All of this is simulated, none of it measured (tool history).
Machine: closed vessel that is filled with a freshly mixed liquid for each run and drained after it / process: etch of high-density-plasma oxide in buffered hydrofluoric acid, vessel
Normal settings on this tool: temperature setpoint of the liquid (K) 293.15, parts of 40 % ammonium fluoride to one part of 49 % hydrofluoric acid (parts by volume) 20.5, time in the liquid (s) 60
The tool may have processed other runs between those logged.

run    hour  temperature setpoint of the liquid (K)  parts of 40 % ammonium fluoride to one part of 49 % hydrofluoric acid (parts by volume)  time in the liquid (s)  read-back film thickness of the high-density-plasma oxide reference wafer, read on the same gauge (nm)  thickness taken off the high-density-plasma oxide on a monitor wafer (Å)
  1       0                                  293.15                                                                                     20.5                      60                                                                                                  126.88                                                                     434.4
  2    55.6                                  293.15                                                                                     20.5                      60                                                                                                  126.72                                                                     433.4
  3   269.1                                  293.15                                                                                     20.5                      60                                                                                                  126.06                                                                     430.5
  4   294.6                                  293.15                                                                                     20.5                      60                                                                                                  125.98                                                                     436.5
  5   340.8                                  293.15                                                                                     20.5                      60                                                                                                  125.87                                                                     434.8
  6     387                                  293.15                                                                                     20.5                      60                                                                                                   125.7                                                                     434.5
  7   435.2                                  293.15                                                                                     20.5                      60                                                                                                   125.6                                                                       428
  8   473.3                                  293.15                                                                                     20.5                      60                                                                                                  125.45                                                                     432.5
      529.2  -- hydrofluoric acid flow meter replaced
  9   529.7                                  293.15                                                                                     20.5                      60                                                                                                  125.26                                                                     430.5
 10   573.5                                  296.15                                                                                       26                      40                                                                                                  125.15                                                                     290.8
        609  -- thermometer replaced
 11   642.8                                  290.15                                                                                     20.5                      60                                                                                                  124.93                                                                     358.4
      652.6  -- gauge calibrated
 12     684                                  293.15                                                                                     20.5                      70                                                                                                  129.05                                                                     518.9
 13   714.9                                  293.15                                                                                     16.5                      35                                                                                                  128.94                                                                     318.7
 14   784.4                                  293.15                                                                                     20.5                      90                                                                                                  128.72                                                                     667.4
 15   820.8                                  293.15                                                                                     20.5                      60                                                                                                  128.61                                                                       440
 16   883.7                                  291.15                                                                                     27.5                      85                                                                                                  128.42                                                                     457.7
 17     926                                  293.15                                                                                     20.5                      85                                                                                                  128.29                                                                       625
 18   978.4                                  293.15                                                                                     20.5                      60                                                                                                  128.14                                                                     444.1
 19  1033.7                                  293.15                                                                                     20.5                      60                                                                                                  127.99                                                                     436.9
 20  1074.3                                  293.15                                                                                       13                      60                                                                                                  127.88                                                                     684.5
 21  1127.4                                  290.15                                                                                       27                      95                                                                                                  127.69                                                                     486.4
 22  1175.4                                  293.15                                                                                     20.5                      60                                                                                                  127.56                                                                     439.9
 23  1201.2                                  290.65                                                                                     26.5                      30                                                                                                  127.51                                                                     157.9
 24  1362.9                                  296.15                                                                                     23.5                      75                                                                                                  126.97                                                                     585.5
 25  1412.9                                  290.15                                                                                     17.5                      85                                                                                                  126.85                                                                     610.4
     1499.8  -- thermometer replaced
 26  1586.1                                  293.15                                                                                       17                      60                                                                                                   126.3                                                                     518.1
     1613.1  -- hydrofluoric acid flow meter replaced
 27  1635.7                                  293.15                                                                                       17                      35                                                                                                  126.14                                                                     301.2
 28  1670.6                                  290.15                                                                                     20.5                      80                                                                                                  126.01                                                                     489.4
 29  1731.1                                  295.15                                                                                       13                      35                                                                                                  125.87                                                                     441.1
 30    1763                                  290.15                                                                                     20.5                      35                                                                                                  125.76                                                                     213.1

Forecast each of these 5 alternatives for the next run:
  A  1763.7                                  293.15                                                                                     20.5                      60                                                                                                       ?                                                                         ?
  B  1763.7                                  295.15                                                                                     20.5                      80                                                                                                       ?                                                                         ?
  C  1763.7                                  291.65                                                                                     20.5                      60                                                                                                       ?                                                                         ?
  D  1763.7                                  290.15                                                                                     28.5                      60                                                                                                       ?                                                                         ?
  E  1763.7                                  293.15                                                                                       14                      60                                                                                                       ?                                                                         ?

run  read-back film thickness of the high-density-plasma oxide reference wafer, read on the same gauge (nm)  thickness taken off the high-density-plasma oxide on a monitor wafer (Å)
  A                                                                                                  125.77                                                                     435.3
  B                                                                                                  125.77                                                                     648.9
  C                                                                                                  125.77                                                                       400
  D                                                                                                  125.77                                                                     292.3
  E                                                                                                  125.77                                                                     629.3
The same runs, with their run-to-run variation unchanged, on a tool lacking any hidden condition would have given:
run  thickness taken off the high-density-plasma oxide on a monitor wafer (Å)
  A                                                                     449.9
  B                                                                     670.8
  C                                                                     413.4
  D                                                                     302.1
  E                                                                     650.5
